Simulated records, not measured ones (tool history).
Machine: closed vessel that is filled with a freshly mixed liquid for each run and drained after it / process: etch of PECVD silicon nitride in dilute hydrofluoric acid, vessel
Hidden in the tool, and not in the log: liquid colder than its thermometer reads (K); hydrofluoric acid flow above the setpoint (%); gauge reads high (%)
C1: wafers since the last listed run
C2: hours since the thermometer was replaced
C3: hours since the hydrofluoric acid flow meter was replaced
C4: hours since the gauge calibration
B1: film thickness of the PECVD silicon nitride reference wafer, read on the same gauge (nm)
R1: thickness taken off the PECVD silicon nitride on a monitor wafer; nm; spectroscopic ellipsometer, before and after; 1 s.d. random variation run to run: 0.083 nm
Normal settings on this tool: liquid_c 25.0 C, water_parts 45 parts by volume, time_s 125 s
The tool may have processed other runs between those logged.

run 1 day=0.000 | liquid_c=25.0 water_parts=45 time_s=125 | C1=0 C2=606.1 C3=348.7 C4=896.3 | B1=129.99 | R1=13.16
run 2 day=3.300 | liquid_c=25.0 water_parts=45 time_s=150 | C1=5363 C2=685.3 C3=427.9 C4=975.5 | B1=130.02 | R1=15.91
run 3 day=8.400 | liquid_c=25.0 water_parts=45 time_s=150 | C1=8289 C2=807.7 C3=550.3 C4=1097.9 | B1=129.99 | R1=15.89
run 4 day=11.925 | liquid_c=25.0 water_parts=45 time_s=150 | C1=5729 C2=892.3 C3=634.9 C4=1182.5 | B1=130.01 | R1=16.05
run 5 day=14.921 | liquid_c=25.0 water_parts=45 time_s=125 | C1=4869 C2=964.2 C3=706.8 C4=1254.4 | B1=130.01 | R1=13.35
run 6 day=19.354 | liquid_c=25.0 water_parts=45 time_s=125 | C1=7205 C2=1070.6 C3=813.2 C4=1360.8 | B1=130.01 | R1=13.50
run 7 day=21.246 | liquid_c=25.0 water_parts=45 time_s=125 | C1=3074 C2=1116.0 C3=858.6 C4=1406.2 | B1=129.98 | R1=13.63
-- day=23.604 thermometer replaced
run 8 day=23.992 | liquid_c=25.0 water_parts=45 time_s=125 | C1=4395 C2=9.3 C3=924.5 C4=1472.1 | B1=130.00 | R1=13.50
run 9 day=26.221 | liquid_c=25.0 water_parts=45 time_s=125 | C1=3623 C2=62.8 C3=978.0 C4=1525.6 | B1=130.01 | R1=13.63
run 10 day=27.938 | liquid_c=25.0 water_parts=45 time_s=125 | C1=2790 C2=104.0 C3=1019.2 C4=1566.8 | B1=129.98 | R1=13.71
-- day=28.671 hydrofluoric acid flow meter replaced
run 11 day=29.858 | liquid_c=25.0 water_parts=45 time_s=75 | C1=3054 C2=150.1 C3=28.5 C4=1612.9 | B1=129.97 | R1=7.74
-- day=30.308 gauge calibrated
run 12 day=34.321 | liquid_c=25.0 water_parts=45 time_s=125 | C1=7253 C2=257.2 C3=135.6 C4=96.3 | B1=130.00 | R1=12.97
run 13 day=36.500 | liquid_c=25.0 water_parts=45 time_s=125 | C1=3541 C2=309.5 C3=187.9 C4=148.6 | B1=129.98 | R1=12.93
run 14 day=40.850 | liquid_c=25.0 water_parts=45 time_s=125 | C1=7070 C2=413.9 C3=292.3 C4=253.0 | B1=130.01 | R1=13.18
run 15 day=43.633 | liquid_c=25.0 water_parts=45 time_s=80 | C1=4523 C2=480.7 C3=359.1 C4=319.8 | B1=129.99 | R1=8.43
run 16 day=47.158 | liquid_c=23.5 water_parts=45 time_s=55 | C1=5729 C2=565.3 C3=443.7 C4=404.4 | B1=130.00 | R1=5.35
run 17 day=49.642 | liquid_c=25.0 water_parts=45 time_s=125 | C1=4036 C2=624.9 C3=503.3 C4=464.0 | B1=129.98 | R1=13.23
run 18 day=51.438 | liquid_c=25.0 water_parts=45 time_s=125 | C1=2918 C2=668.0 C3=546.4 C4=507.1 | B1=129.96 | R1=13.52
run 19 day=55.683 | liquid_c=22.5 water_parts=35 time_s=155 | C1=6900 C2=769.9 C3=648.3 C4=609.0 | B1=130.01 | R1=18.03
run 20 day=63.812 | liquid_c=25.0 water_parts=45 time_s=125 | C1=13212 C2=965.0 C3=843.4 C4=804.1 | B1=130.00 | R1=13.55
run 21 day=68.083 | liquid_c=25.0 water_parts=45 time_s=125 | C1=6941 C2=1067.5 C3=945.9 C4=906.6 | B1=129.99 | R1=13.88
-- day=70.862 thermometer replaced
run 22 day=72.021 | liquid_c=25.0 water_parts=55 time_s=185 | C1=6331 C2=27.8 C3=1040.4 C4=1001.1 | B1=129.97 | R1=16.78
-- day=72.175 hydrofluoric acid flow meter replaced
run 23 day=76.025 | liquid_c=25.0 water_parts=65 time_s=180 | C1=6440 C2=123.9 C3=92.4 C4=1097.2 | B1=129.99 | R1=12.76
run 24 day=78.883 | liquid_c=23.0 water_parts=35 time_s=125 | C1=4645 C2=192.5 C3=161.0 C4=1165.8 | B1=130.00 | R1=14.43
run 25 day=81.488 | liquid_c=23.0 water_parts=55 time_s=185 | C1=4232 C2=255.0 C3=223.5 C4=1228.3 | B1=130.02 | R1=13.76
run 26 day=84.083 | liquid_c=25.0 water_parts=45 time_s=125 | C1=4219 C2=317.3 C3=285.8 C4=1290.6 | B1=129.99 | R1=13.09
run 27 day=87.467 | liquid_c=25.0 water_parts=45 time_s=125 | C1=5499 C2=398.5 C3=367.0 C4=1371.8 | B1=130.00 | R1=13.36
run 28 day=89.679 | liquid_c=29.0 water_parts=45 time_s=185 | C1=3596 C2=451.6 C3=420.1 C4=1424.9 | B1=129.99 | R1=25.49
-- day=94.088 gauge calibrated
run 29 day=94.162 | liquid_c=25.0 water_parts=65 time_s=160 | C1=7286 C2=559.2 C3=527.7 C4=1.8 | B1=129.99 | R1=11.97
run 30 day=97.283 | liquid_c=22.0 water_parts=30 time_s=100 | C1=5072 C2=634.1 C3=602.6 C4=76.7 | B1=129.99 | R1=13.03
run 31 day=101.071 | liquid_c=22.0 water_parts=45 time_s=85 | C1=6155 C2=725.0 C3=693.5 C4=167.6 | B1=129.97 | R1=7.45
run 32 day=103.442 | liquid_c=25.0 water_parts=35 time_s=125 | C1=3853 C2=781.9 C3=750.4 C4=224.5 | B1=130.04 | R1=17.18

For each entry between runs, how does the tool's hidden state at the last listed run before it compare with that at the first listed run after it?
Runs 7 to 8: thermometer replaced (day 23.604)
  hydrofluoric acid flow above the setpoint (%): 6.31 -> 6.78
  what was measured, less what the result would be without the hidden state, R1: +0.79 -> +0.84 nm
Runs 10 to 11: hydrofluoric acid flow meter replaced (day 28.671)
  hydrofluoric acid flow above the setpoint (%): 7.46 -> 1.11
  what was measured, less what the result would be without the hidden state, R1: +0.93 -> +0.09 nm
Runs 11 to 12: gauge calibrated (day 30.308)
  hydrofluoric acid flow above the setpoint (%): 1.11 -> 1.87
  what was measured, less what the result would be without the hidden state, R1: +0.09 -> +0.24 nm
Runs 21 to 22: thermometer replaced (day 70.862)
  hydrofluoric acid flow above the setpoint (%): 7.64 -> 8.32
  what was measured, less what the result would be without the hidden state, R1: +0.97 -> +1.26 nm
Runs 22 to 23: hydrofluoric acid flow meter replaced (day 72.175)
  hydrofluoric acid flow above the setpoint (%): 8.32 -> 1.06
  what was measured, less what the result would be without the hidden state, R1: +1.26 -> +0.13 nm
Runs 28 to 29: gauge calibrated (day 94.088)
  hydrofluoric acid flow above the setpoint (%): 3.4 -> 4.17
  what was measured, less what the result would be without the hidden state, R1: +0.83 -> +0.48 nm

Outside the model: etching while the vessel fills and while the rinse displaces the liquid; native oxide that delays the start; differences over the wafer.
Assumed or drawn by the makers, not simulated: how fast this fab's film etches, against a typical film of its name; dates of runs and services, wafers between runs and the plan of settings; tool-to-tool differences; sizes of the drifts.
